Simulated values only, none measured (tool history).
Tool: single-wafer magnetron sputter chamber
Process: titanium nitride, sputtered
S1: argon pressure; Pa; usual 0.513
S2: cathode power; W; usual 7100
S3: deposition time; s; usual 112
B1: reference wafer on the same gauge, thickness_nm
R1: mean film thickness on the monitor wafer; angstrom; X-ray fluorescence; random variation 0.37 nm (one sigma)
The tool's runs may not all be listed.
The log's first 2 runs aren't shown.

run   hour     S1    S2   S3       B1       R1
  3   28.9  0.513  7100   97  162.057  1250.50
  4   44.8  0.513  7100   97  161.921  1251.20
  5   59.1  0.513  7100  112  162.168  1439.11
  6   69.6  0.654  7100  112  161.985  1359.12
  7   82.1  0.455  7100  112  162.029  1467.55
  8   89.5  0.455  7100  112  161.975  1469.82
  9  105.5  0.654  7100  118  161.992  1425.37
 10  115.8  0.654  7100  118  162.111  1429.33
 11  125.5  0.654  7100  118  162.005  1427.70
 12  136.2  0.366  7100  103  162.010  1399.40
 13  151.4  0.366  7100  103  161.924  1396.03
     168.4  -- capacitance manometer re-zeroed and calibrated
     169.9  -- sputter target and shields replaced
 14  170.4  0.513  6700  112  162.026  1364.01
     170.8  -- gauge calibrated
 15  178.0  0.513  7100  112  161.867  1446.02
 16  194.2  0.513  7100  112  161.944  1445.71
 17  211.2  0.513  7100  118  161.998  1516.59
     251.3  -- magnet pack replaced
 18  260.3  0.513  6000  127  161.905  1382.79
 19  275.9  0.513  8050  125  161.942  1825.61
 20  282.3  0.650  6200  123  162.077  1306.26
 21  289.9  0.513  7100  112  162.025  1441.03
 22  299.6  0.604  5900  103  162.001  1064.40
 23  315.9  0.513  7100  112  162.085  1441.43
 24  333.6  0.365  6300  121  162.098  1462.53
 25  343.9  0.455  7100  112  162.032  1473.29

The next listed run, before its measurement:
 26  359.5  0.689  7100  112   ?   ?

B1: 161.966
R1: 1338.10 angstrom
Without the tool's hidden state the same run would have given R1 1348.99 angstrom.
